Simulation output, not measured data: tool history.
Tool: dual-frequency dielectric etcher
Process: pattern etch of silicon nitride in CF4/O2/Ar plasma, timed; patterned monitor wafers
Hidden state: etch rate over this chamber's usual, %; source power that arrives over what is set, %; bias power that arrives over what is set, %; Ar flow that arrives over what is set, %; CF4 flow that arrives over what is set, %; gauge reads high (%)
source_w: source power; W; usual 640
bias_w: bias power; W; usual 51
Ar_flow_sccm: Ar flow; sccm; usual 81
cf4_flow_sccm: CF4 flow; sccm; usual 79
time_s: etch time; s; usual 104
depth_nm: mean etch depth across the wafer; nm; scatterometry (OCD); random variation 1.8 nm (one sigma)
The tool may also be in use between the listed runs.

| run | hour | source_w | bias_w | Ar_flow_sccm | cf4_flow_sccm | time_s | wafers since the last listed run | hours since the last wet clean | hours since the last source power generator calibration | hours since the last bias power generator calibration | hours since the last Ar flow controller change | hours since the last CF4 flow controller change | hours since the last upper electrode change | hours since the gauge calibration | read-back reference wafer on the same gauge, depth_nm | depth_nm |
|---|---|---|---|---|---|---|---|---|---|---|---|---|---|---|---|---|
| 1 | 0 | 640 | 51 | 81 | 79 | 104 | 0 | 234.3 | 4350.9 | 1939.8 | 2838 | 4268.3 | 3056 | 863.2 | 248.3 | 245.8 |
|  | 133.5 | Ar flow controller replaced |
|  | 186.8 | gauge calibrated |
| 2 | 201.1 | 640 | 51 | 81 | 79 | 104 | 1798 | 435.4 | 4552 | 2140.9 | 67.6 | 4469.4 | 3257.1 | 14.3 | 248.5 | 240 |
| 3 | 236.4 | 640 | 51 | 81 | 79 | 104 | 325 | 470.7 | 4587.3 | 2176.2 | 102.9 | 4504.7 | 3292.4 | 49.6 | 248 | 239.8 |
|  | 284.5 | wet clean of the chamber |
| 4 | 306.9 | 640 | 51 | 81 | 79 | 104 | 428 | 22.4 | 4657.8 | 2246.7 | 173.4 | 4575.2 | 3362.9 | 120.1 | 248.3 | 252.4 |
| 5 | 362.8 | 640 | 51 | 81 | 79 | 104 | 515 | 78.3 | 4713.7 | 2302.6 | 229.3 | 4631.1 | 3418.8 | 176 | 247.8 | 248 |
| 6 | 424.8 | 550 | 59 | 63 | 79 | 82 | 571 | 140.3 | 4775.7 | 2364.6 | 291.3 | 4693.1 | 3480.8 | 238 | 247.3 | 180.3 |
| 7 | 451.8 | 640 | 51 | 81 | 79 | 104 | 248 | 167.3 | 4802.7 | 2391.6 | 318.3 | 4720.1 | 3507.8 | 265 | 248 | 248.3 |
|  | 456.9 | bias power generator calibrated |
| 8 | 484.6 | 640 | 51 | 81 | 79 | 104 | 265 | 200.1 | 4835.5 | 27.7 | 351.1 | 4752.9 | 3540.6 | 297.8 | 248.3 | 249.6 |
| 9 | 548.8 | 540 | 56 | 81 | 79 | 90 | 591 | 264.3 | 4899.7 | 91.9 | 415.3 | 4817.1 | 3604.8 | 362 | 247.6 | 181.3 |
| 10 | 587.9 | 740 | 60 | 62 | 64 | 104 | 360 | 303.4 | 4938.8 | 131 | 454.4 | 4856.2 | 3643.9 | 401.1 | 247.8 | 306.7 |
|  | 609.8 | source power generator calibrated |
|  | 613.4 | CF4 flow controller replaced |
| 11 | 626.5 | 640 | 51 | 69 | 79 | 104 | 285 | 342 | 16.7 | 169.6 | 493 | 13.1 | 3682.5 | 439.7 | 248.4 | 253.9 |
| 12 | 692.7 | 640 | 58 | 81 | 79 | 76.5 | 610 | 408.2 | 82.9 | 235.8 | 559.2 | 79.3 | 3748.7 | 505.9 | 248 | 185 |
| 13 | 739.5 | 640 | 51 | 81 | 79 | 104 | 431 | 455 | 129.7 | 282.6 | 606 | 126.1 | 3795.5 | 552.7 | 248 | 244 |
|  | 823.4 | upper electrode replaced |
|  | 846.9 | wet clean of the chamber |
| 14 | 847.4 | 640 | 51 | 81 | 79 | 104 | 556 | 0.5 | 237.6 | 390.5 | 713.9 | 234 | 24 | 660.6 | 247.8 | 251.7 |
| 15 | 901.2 | 720 | 64 | 81 | 79 | 104 | 495 | 54.3 | 291.4 | 444.3 | 767.7 | 287.8 | 77.8 | 714.4 | 248.8 | 298.6 |
| 16 | 952.4 | 640 | 51 | 81 | 79 | 104 | 471 | 105.5 | 342.6 | 495.5 | 818.9 | 339 | 129 | 765.6 | 248 | 247.9 |
| 17 | 1023.2 | 640 | 51 | 91 | 65 | 104 | 652 | 176.3 | 413.4 | 566.3 | 889.7 | 409.8 | 199.8 | 836.4 | 248.1 | 234.1 |
| 18 | 1058.2 | 720 | 45 | 81 | 79 | 123.5 | 322 | 211.3 | 448.4 | 601.3 | 924.7 | 444.8 | 234.8 | 871.4 | 248.1 | 317.7 |
| 19 | 1087.8 | 640 | 38 | 81 | 79 | 118.5 | 272 | 240.9 | 478 | 630.9 | 954.3 | 474.4 | 264.4 | 901 | 248.3 | 256.1 |
| 20 | 1134.2 | 640 | 51 | 81 | 62 | 84.5 | 427 | 287.3 | 524.4 | 677.3 | 1000.7 | 520.8 | 310.8 | 947.4 | 248.2 | 191.8 |
| 21 | 1171.9 | 640 | 51 | 81 | 79 | 104 | 347 | 325 | 562.1 | 715 | 1038.4 | 558.5 | 348.5 | 985.1 | 248 | 243.7 |
| 22 | 1231.6 | 520 | 51 | 81 | 98 | 104 | 550 | 384.7 | 621.8 | 774.7 | 1098.1 | 618.2 | 408.2 | 1044.8 | 248.2 | 197 |

Forecast each of these 3 alternatives for the next run:
| A | 1232 | 640 | 51 | 81 | 79 | 134.5 | 3 | 385.1 | 622.2 | 775.1 | 1098.5 | 618.6 | 408.6 | 1045.2 | ? | ? |
| B | 1232 | 700 | 51 | 81 | 89 | 116 | 3 | 385.1 | 622.2 | 775.1 | 1098.5 | 618.6 | 408.6 | 1045.2 | ? | ? |
| C | 1232 | 740 | 51 | 81 | 79 | 104 | 3 | 385.1 | 622.2 | 775.1 | 1098.5 | 618.6 | 408.6 | 1045.2 | ? | ? |

| run | read-back reference wafer on the same gauge, depth_nm | depth_nm |
|---|---|---|
| A | 248.1 | 314.9 |
| B | 248.1 | 302.5 |
| C | 248.1 | 283.2 |
Without the tool's hidden state the same runs would have given:
| run | depth_nm |
|---|---|
| A | 326.6 |
| B | 313.9 |
| C | 293.8 |
